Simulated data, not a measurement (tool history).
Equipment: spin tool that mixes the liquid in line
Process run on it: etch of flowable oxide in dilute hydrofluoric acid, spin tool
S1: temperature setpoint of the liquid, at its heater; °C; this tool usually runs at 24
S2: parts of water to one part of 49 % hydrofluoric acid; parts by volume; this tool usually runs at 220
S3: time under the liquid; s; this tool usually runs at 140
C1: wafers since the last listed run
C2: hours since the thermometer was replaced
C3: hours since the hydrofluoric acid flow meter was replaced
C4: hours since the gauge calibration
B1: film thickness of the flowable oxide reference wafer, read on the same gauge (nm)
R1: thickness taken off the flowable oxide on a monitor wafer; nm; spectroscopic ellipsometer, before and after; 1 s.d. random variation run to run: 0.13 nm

{"run": 1, "hour": 0.0, "S1": 21.5, "S2": 220, "S3": 140, "C1": 0, "C2": 211.1, "C3": 804, "C4": 481.2, "B1": 70, "R1": 23.17}
{"run": 2, "hour": 96.1, "S1": 21.5, "S2": 220, "S3": 140, "C1": 891, "C2": 307.2, "C3": 900.1, "C4": 577.3, "B1": 69.96, "R1": 23.07}
{"run": 3, "hour": 193.2, "S1": 24, "S2": 220, "S3": 140, "C1": 900, "C2": 404.3, "C3": 997.2, "C4": 674.4, "B1": 70.02, "R1": 25.04}
{"run": 4, "hour": 291.3, "S1": 24, "S2": 220, "S3": 140, "C1": 910, "C2": 502.4, "C3": 1095.3, "C4": 772.5, "B1": 70.01, "R1": 24.73}
{"run": 5, "hour": 393.7, "S1": 24, "S2": 220, "S3": 140, "C1": 950, "C2": 604.8, "C3": 1197.7, "C4": 874.9, "B1": 70.01, "R1": 24.8}
{"run": 6, "hour": 486.8, "S1": 24, "S2": 220, "S3": 140, "C1": 863, "C2": 697.9, "C3": 1290.8, "C4": 968, "B1": 69.98, "R1": 24.67}
{"hour": 493.9, "done": "thermometer replaced"}
{"run": 7, "hour": 528.6, "S1": 24, "S2": 220, "S3": 90, "C1": 378, "C2": 34.7, "C3": 1332.6, "C4": 1009.8, "B1": 70.01, "R1": 16.26}
{"run": 8, "hour": 618.5, "S1": 24, "S2": 220, "S3": 90, "C1": 834, "C2": 124.6, "C3": 1422.5, "C4": 1099.7, "B1": 70.02, "R1": 16.23}
{"run": 9, "hour": 665.3, "S1": 24, "S2": 270, "S3": 190, "C1": 434, "C2": 171.4, "C3": 1469.3, "C4": 1146.5, "B1": 70.05, "R1": 26.56}
{"run": 10, "hour": 750.0, "S1": 24, "S2": 270, "S3": 190, "C1": 785, "C2": 256.1, "C3": 1554, "C4": 1231.2, "B1": 69.93, "R1": 26.5}
{"run": 11, "hour": 816.8, "S1": 24, "S2": 270, "S3": 190, "C1": 619, "C2": 322.9, "C3": 1620.8, "C4": 1298, "B1": 70.04, "R1": 26.28}
{"run": 12, "hour": 866.7, "S1": 24, "S2": 220, "S3": 140, "C1": 462, "C2": 372.8, "C3": 1670.7, "C4": 1347.9, "B1": 70.05, "R1": 25.08}
{"run": 13, "hour": 905.1, "S1": 24, "S2": 220, "S3": 140, "C1": 356, "C2": 411.2, "C3": 1709.1, "C4": 1386.3, "B1": 70.03, "R1": 24.97}
{"run": 14, "hour": 943.5, "S1": 24, "S2": 290, "S3": 140, "C1": 356, "C2": 449.6, "C3": 1747.5, "C4": 1424.7, "B1": 70.03, "R1": 17.7}
{"run": 15, "hour": 1039.4, "S1": 26.5, "S2": 220, "S3": 140, "C1": 889, "C2": 545.5, "C3": 1843.4, "C4": 1520.6, "B1": 69.99, "R1": 27.08}
{"run": 16, "hour": 1111.4, "S1": 22, "S2": 255, "S3": 180, "C1": 668, "C2": 617.5, "C3": 1915.4, "C4": 1592.6, "B1": 70.07, "R1": 24.67}
{"run": 17, "hour": 1202.5, "S1": 24, "S2": 315, "S3": 140, "C1": 845, "C2": 708.6, "C3": 2006.5, "C4": 1683.7, "B1": 69.97, "R1": 15.41}
{"hour": 1236.9, "done": "thermometer replaced"}
{"run": 18, "hour": 1260.7, "S1": 27, "S2": 220, "S3": 180, "C1": 530, "C2": 23.8, "C3": 2064.7, "C4": 1741.9, "B1": 69.99, "R1": 36.93}
{"hour": 1305.0, "done": "hydrofluoric acid flow meter replaced"}
{"run": 19, "hour": 1308.6, "S1": 21, "S2": 220, "S3": 195, "C1": 435, "C2": 71.7, "C3": 3.6, "C4": 1789.8, "B1": 70.01, "R1": 31.66}
{"run": 20, "hour": 1387.9, "S1": 26, "S2": 120, "S3": 105, "C1": 735, "C2": 151, "C3": 82.9, "C4": 1869.1, "B1": 69.96, "R1": 42.39}
{"run": 21, "hour": 1456.5, "S1": 24, "S2": 220, "S3": 140, "C1": 636, "C2": 219.6, "C3": 151.5, "C4": 1937.7, "B1": 70.02, "R1": 25.63}
{"hour": 1474.4, "done": "gauge calibrated"}
{"run": 22, "hour": 1523.4, "S1": 20, "S2": 180, "S3": 100, "C1": 620, "C2": 286.5, "C3": 218.4, "C4": 49, "B1": 70, "R1": 19.72}
{"run": 23, "hour": 1572.0, "S1": 24, "S2": 220, "S3": 205, "C1": 450, "C2": 335.1, "C3": 267, "C4": 97.6, "B1": 70.01, "R1": 36.83}
{"run": 24, "hour": 1608.4, "S1": 24, "S2": 220, "S3": 140, "C1": 337, "C2": 371.5, "C3": 303.4, "C4": 134, "B1": 70.02, "R1": 25.04}
{"run": 25, "hour": 1668.1, "S1": 24, "S2": 265, "S3": 195, "C1": 553, "C2": 431.2, "C3": 363.1, "C4": 193.7, "B1": 70.01, "R1": 27.76}
{"run": 26, "hour": 1757.6, "S1": 22, "S2": 260, "S3": 175, "C1": 830, "C2": 520.7, "C3": 452.6, "C4": 283.2, "B1": 69.98, "R1": 23.48}
{"hour": 2006.5, "done": "thermometer replaced"}
{"run": 27, "hour": 2042.9, "S1": 27, "S2": 220, "S3": 140, "C1": 2637, "C2": 36.4, "C3": 737.9, "C4": 568.5, "B1": 70.02, "R1": 28.33}
{"run": 28, "hour": 2136.8, "S1": 24, "S2": 270, "S3": 190, "C1": 871, "C2": 130.3, "C3": 831.8, "C4": 662.4, "B1": 70.01, "R1": 26.73}
{"run": 29, "hour": 2197.5, "S1": 21.5, "S2": 285, "S3": 210, "C1": 563, "C2": 191, "C3": 892.5, "C4": 723.1, "B1": 70, "R1": 25.23}
{"run": 30, "hour": 2262.3, "S1": 19, "S2": 220, "S3": 80, "C1": 601, "C2": 255.8, "C3": 957.3, "C4": 787.9, "B1": 70, "R1": 11.91}
{"run": 31, "hour": 2363.8, "S1": 28, "S2": 220, "S3": 140, "C1": 941, "C2": 357.3, "C3": 1058.8, "C4": 889.4, "B1": 70, "R1": 29.1}
{"run": 32, "hour": 2424.6, "S1": 24, "S2": 220, "S3": 140, "C1": 564, "C2": 418.1, "C3": 1119.6, "C4": 950.2, "B1": 70.02, "R1": 25.28}

Hidden condition of the tool, last listed run before each entry between runs versus first listed run after:
Runs 6 to 7: thermometer replaced (hour 493.9)
  liquid colder than its thermometer reads (K): 1.23 -> 0.237
  measured minus no-state result, R1: -1.14 -> -0.14 nm
Runs 17 to 18: thermometer replaced (hour 1236.9)
  liquid colder than its thermometer reads (K): 1.39 -> 0.0571
  measured minus no-state result, R1: -0.76 -> -0.08 nm
Runs 18 to 19: hydrofluoric acid flow meter replaced (hour 1305)
  liquid colder than its thermometer reads (K): 0.0571 -> 0.139
  measured minus no-state result, R1: -0.08 -> -0.17 nm
Runs 21 to 22: gauge calibrated (hour 1474.4)
  liquid colder than its thermometer reads (K): 0.391 -> 0.505
  measured minus no-state result, R1: -0.36 -> -0.4 nm
Runs 26 to 27: thermometer replaced (hour 2006.5)
  liquid colder than its thermometer reads (K): 0.905 -> 0.0988
  measured minus no-state result, R1: -0.79 -> -0.1 nm

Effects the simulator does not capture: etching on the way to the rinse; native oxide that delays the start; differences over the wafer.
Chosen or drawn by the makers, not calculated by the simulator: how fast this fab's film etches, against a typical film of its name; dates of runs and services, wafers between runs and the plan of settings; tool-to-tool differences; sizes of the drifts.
